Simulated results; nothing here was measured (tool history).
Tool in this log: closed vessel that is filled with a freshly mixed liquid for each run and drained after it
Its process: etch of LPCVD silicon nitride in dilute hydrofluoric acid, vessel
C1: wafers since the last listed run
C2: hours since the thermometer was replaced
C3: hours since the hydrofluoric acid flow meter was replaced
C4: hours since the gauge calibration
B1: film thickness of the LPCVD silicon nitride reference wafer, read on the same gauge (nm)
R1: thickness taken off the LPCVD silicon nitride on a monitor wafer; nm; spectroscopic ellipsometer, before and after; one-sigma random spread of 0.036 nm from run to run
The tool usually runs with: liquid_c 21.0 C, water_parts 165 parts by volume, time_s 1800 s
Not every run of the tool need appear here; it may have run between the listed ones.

run 1 hour=0.0 | liquid_c=18.0 water_parts=165 time_s=1800 | C1=0 C2=3090.2 C3=1554.9 C4=832.3 | B1=73.614 | R1=4.565
run 2 hour=60.6 | liquid_c=18.0 water_parts=165 time_s=1800 | C1=1966 C2=3150.8 C3=1615.5 C4=892.9 | B1=73.770 | R1=4.565
run 3 hour=132.2 | liquid_c=18.0 water_parts=165 time_s=1800 | C1=2323 C2=3222.4 C3=1687.1 C4=964.5 | B1=73.915 | R1=4.576
run 4 hour=159.3 | liquid_c=21.0 water_parts=165 time_s=1800 | C1=879 C2=3249.5 C3=1714.2 C4=991.6 | B1=73.941 | R1=5.596
run 5 hour=226.7 | liquid_c=21.0 water_parts=165 time_s=1800 | C1=2187 C2=3316.9 C3=1781.6 C4=1059.0 | B1=74.009 | R1=5.596
-- hour=243.1 thermometer replaced
run 6 hour=287.1 | liquid_c=21.0 water_parts=190 time_s=1800 | C1=1927 C2=44.0 C3=1842.0 C4=1119.4 | B1=74.126 | R1=4.897
run 7 hour=329.2 | liquid_c=21.0 water_parts=165 time_s=1800 | C1=1366 C2=86.1 C3=1884.1 C4=1161.5 | B1=74.156 | R1=5.638
run 8 hour=361.7 | liquid_c=21.0 water_parts=165 time_s=1800 | C1=1054 C2=118.6 C3=1916.6 C4=1194.0 | B1=74.173 | R1=5.640
run 9 hour=386.3 | liquid_c=21.0 water_parts=165 time_s=1800 | C1=798 C2=143.2 C3=1941.2 C4=1218.6 | B1=74.224 | R1=5.592
run 10 hour=452.0 | liquid_c=18.5 water_parts=115 time_s=1800 | C1=2132 C2=208.9 C3=2006.9 C4=1284.3 | B1=74.234 | R1=6.761
run 11 hour=515.5 | liquid_c=21.0 water_parts=165 time_s=1800 | C1=2060 C2=272.4 C3=2070.4 C4=1347.8 | B1=74.267 | R1=5.573
run 12 hour=569.7 | liquid_c=21.0 water_parts=165 time_s=2060 | C1=1759 C2=326.6 C3=2124.6 C4=1402.0 | B1=74.406 | R1=6.513
-- hour=573.4 gauge calibrated
run 13 hour=604.0 | liquid_c=21.0 water_parts=165 time_s=1800 | C1=1113 C2=360.9 C3=2158.9 C4=30.6 | B1=70.000 | R1=5.346
run 14 hour=635.2 | liquid_c=21.0 water_parts=135 time_s=1800 | C1=1012 C2=392.1 C3=2190.1 C4=61.8 | B1=70.261 | R1=6.500
run 15 hour=660.6 | liquid_c=21.0 water_parts=165 time_s=2645 | C1=824 C2=417.5 C3=2215.5 C4=87.2 | B1=70.458 | R1=7.797
run 16 hour=695.7 | liquid_c=17.5 water_parts=145 time_s=1045 | C1=1139 C2=452.6 C3=2250.6 C4=122.3 | B1=70.694 | R1=2.826
run 17 hour=739.4 | liquid_c=17.0 water_parts=225 time_s=1800 | C1=1418 C2=496.3 C3=2294.3 C4=166.0 | B1=70.963 | R1=3.081
run 18 hour=787.0 | liquid_c=21.0 water_parts=165 time_s=1800 | C1=1544 C2=543.9 C3=2341.9 C4=213.6 | B1=71.284 | R1=5.481
run 19 hour=820.2 | liquid_c=21.0 water_parts=165 time_s=1800 | C1=1077 C2=577.1 C3=2375.1 C4=246.8 | B1=71.495 | R1=5.344
-- hour=843.7 hydrofluoric acid flow meter replaced
run 20 hour=846.6 | liquid_c=21.0 water_parts=165 time_s=1800 | C1=824 C2=603.5 C3=2.9 C4=273.2 | B1=71.615 | R1=5.437
run 21 hour=911.5 | liquid_c=21.0 water_parts=235 time_s=1065 | C1=2106 C2=668.4 C3=67.8 C4=338.1 | B1=71.971 | R1=2.292
run 22 hour=938.6 | liquid_c=21.0 water_parts=165 time_s=1800 | C1=879 C2=695.5 C3=94.9 C4=365.2 | B1=72.072 | R1=5.454
run 23 hour=970.4 | liquid_c=21.0 water_parts=165 time_s=765 | C1=1032 C2=727.3 C3=126.7 C4=397.0 | B1=72.180 | R1=2.324
run 24 hour=1038.5 | liquid_c=19.0 water_parts=220 time_s=755 | C1=2210 C2=795.4 C3=194.8 C4=465.1 | B1=72.466 | R1=1.524
run 25 hour=1095.6 | liquid_c=19.0 water_parts=165 time_s=1800 | C1=1853 C2=852.5 C3=251.9 C4=522.2 | B1=72.680 | R1=4.757

Estimate the outcome of run 26 from the log above:
run 26 hour=1161.2 | liquid_c=21.0 water_parts=220 time_s=980 | C1=2129 C2=918.1 C3=317.5 C4=587.8 | B1=? | R1=?

{"run 26": {"B1": 72.841, "R1": 2.275}}
Without the tool's hidden state the same run would have given R1 2.186 nm.
